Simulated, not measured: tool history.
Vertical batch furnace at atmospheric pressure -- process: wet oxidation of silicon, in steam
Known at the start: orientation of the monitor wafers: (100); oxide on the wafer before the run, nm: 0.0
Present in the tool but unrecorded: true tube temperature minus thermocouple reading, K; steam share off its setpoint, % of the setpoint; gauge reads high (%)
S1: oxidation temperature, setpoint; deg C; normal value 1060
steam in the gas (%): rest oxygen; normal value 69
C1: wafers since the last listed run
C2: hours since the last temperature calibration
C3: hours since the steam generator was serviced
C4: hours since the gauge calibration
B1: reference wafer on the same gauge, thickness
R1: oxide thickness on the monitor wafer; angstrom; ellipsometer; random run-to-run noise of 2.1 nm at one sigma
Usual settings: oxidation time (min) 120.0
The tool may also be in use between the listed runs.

run 1 day=0.000 | S1=1060 oxidation_time_(min)=120.0 steam_in_the_gas_(%)=69 | C1=0 C2=2409.6 C3=1803.2 C4=125.1 | B1=731.63 | R1=6730.9
run 2 day=1.933 | S1=1060 oxidation_time_(min)=120.0 steam_in_the_gas_(%)=69 | C1=793 C2=2456.0 C3=1849.6 C4=171.5 | B1=732.03 | R1=6708.7
run 3 day=6.183 | S1=1060 oxidation_time_(min)=120.0 steam_in_the_gas_(%)=69 | C1=1744 C2=2558.0 C3=1951.6 C4=273.5 | B1=731.80 | R1=6701.7
run 4 day=7.921 | S1=1060 oxidation_time_(min)=120.0 steam_in_the_gas_(%)=69 | C1=713 C2=2599.7 C3=1993.3 C4=315.2 | B1=732.38 | R1=6734.4
run 5 day=9.033 | S1=1060 oxidation_time_(min)=120.0 steam_in_the_gas_(%)=69 | C1=456 C2=2626.4 C3=2020.0 C4=341.9 | B1=731.89 | R1=6696.5
-- day=9.662 gauge calibrated
run 6 day=10.471 | S1=1060 oxidation_time_(min)=120.0 steam_in_the_gas_(%)=69 | C1=589 C2=2660.9 C3=2054.5 C4=19.4 | B1=731.96 | R1=6720.9
-- day=11.575 thermocouples replaced and temperature profile calibrated
run 7 day=13.375 | S1=1060 oxidation_time_(min)=120.0 steam_in_the_gas_(%)=69 | C1=781 C2=43.2 C3=2124.2 C4=89.1 | B1=731.77 | R1=6676.5
run 8 day=14.421 | S1=1060 oxidation_time_(min)=120.0 steam_in_the_gas_(%)=69 | C1=429 C2=68.3 C3=2149.3 C4=114.2 | B1=731.97 | R1=6704.0
run 9 day=17.183 | S1=1072 oxidation_time_(min)=151.0 steam_in_the_gas_(%)=69 | C1=1133 C2=134.6 C3=2215.6 C4=180.5 | B1=731.75 | R1=8039.9
run 10 day=18.492 | S1=1042 oxidation_time_(min)=120.0 steam_in_the_gas_(%)=73 | C1=536 C2=166.0 C3=2247.0 C4=211.9 | B1=731.92 | R1=6336.3
-- day=20.529 steam generator serviced
run 11 day=20.550 | S1=1068 oxidation_time_(min)=120.0 steam_in_the_gas_(%)=73 | C1=434 C2=215.4 C3=0.5 C4=261.3 | B1=731.80 | R1=7495.8
run 12 day=22.346 | S1=1060 oxidation_time_(min)=120.0 steam_in_the_gas_(%)=69 | C1=737 C2=258.5 C3=43.6 C4=304.4 | B1=731.50 | R1=6987.0
run 13 day=24.208 | S1=1077 oxidation_time_(min)=174.0 steam_in_the_gas_(%)=59 | C1=764 C2=303.2 C3=88.3 C4=349.1 | B1=731.97 | R1=8482.7
-- day=25.012 gauge calibrated
run 14 day=26.896 | S1=1077 oxidation_time_(min)=167.0 steam_in_the_gas_(%)=81 | C1=1102 C2=367.7 C3=152.8 C4=45.2 | B1=731.55 | R1=9957.6
run 15 day=28.208 | S1=1046 oxidation_time_(min)=120.0 steam_in_the_gas_(%)=63 | C1=538 C2=399.2 C3=184.3 C4=76.7 | B1=732.28 | R1=6193.4
run 16 day=29.212 | S1=1060 oxidation_time_(min)=120.0 steam_in_the_gas_(%)=69 | C1=412 C2=423.3 C3=208.4 C4=100.8 | B1=732.22 | R1=6948.7

4 ways to go on from here, each from the tool as it stands after run 16. What would each give?
run A day=29.417 | S1=1060 oxidation_time_(min)=120.0 steam_in_the_gas_(%)=69 | C1=83 C2=428.2 C3=213.3 C4=105.7 | B1=? | R1=?
run B day=29.417 | S1=1067 oxidation_time_(min)=120.0 steam_in_the_gas_(%)=66 | C1=83 C2=428.2 C3=213.3 C4=105.7 | B1=? | R1=?
run C day=29.417 | S1=1050 oxidation_time_(min)=168.5 steam_in_the_gas_(%)=77 | C1=83 C2=428.2 C3=213.3 C4=105.7 | B1=? | R1=?
run D day=29.417 | S1=1060 oxidation_time_(min)=120.0 steam_in_the_gas_(%)=57 | C1=83 C2=428.2 C3=213.3 C4=105.7 | B1=? | R1=?

run=A B1=732.73 R1=6976.5
run=B B1=732.73 R1=7016.9
run=C B1=732.73 R1=8640.1
run=D B1=732.73 R1=6241.8
The same runs, with their run-to-run variation unchanged, on a tool lacking any hidden condition would have given:
run=A R1=7012.1
run=B R1=7052.4
run=C R1=8683.5
run=D R1=6274.0
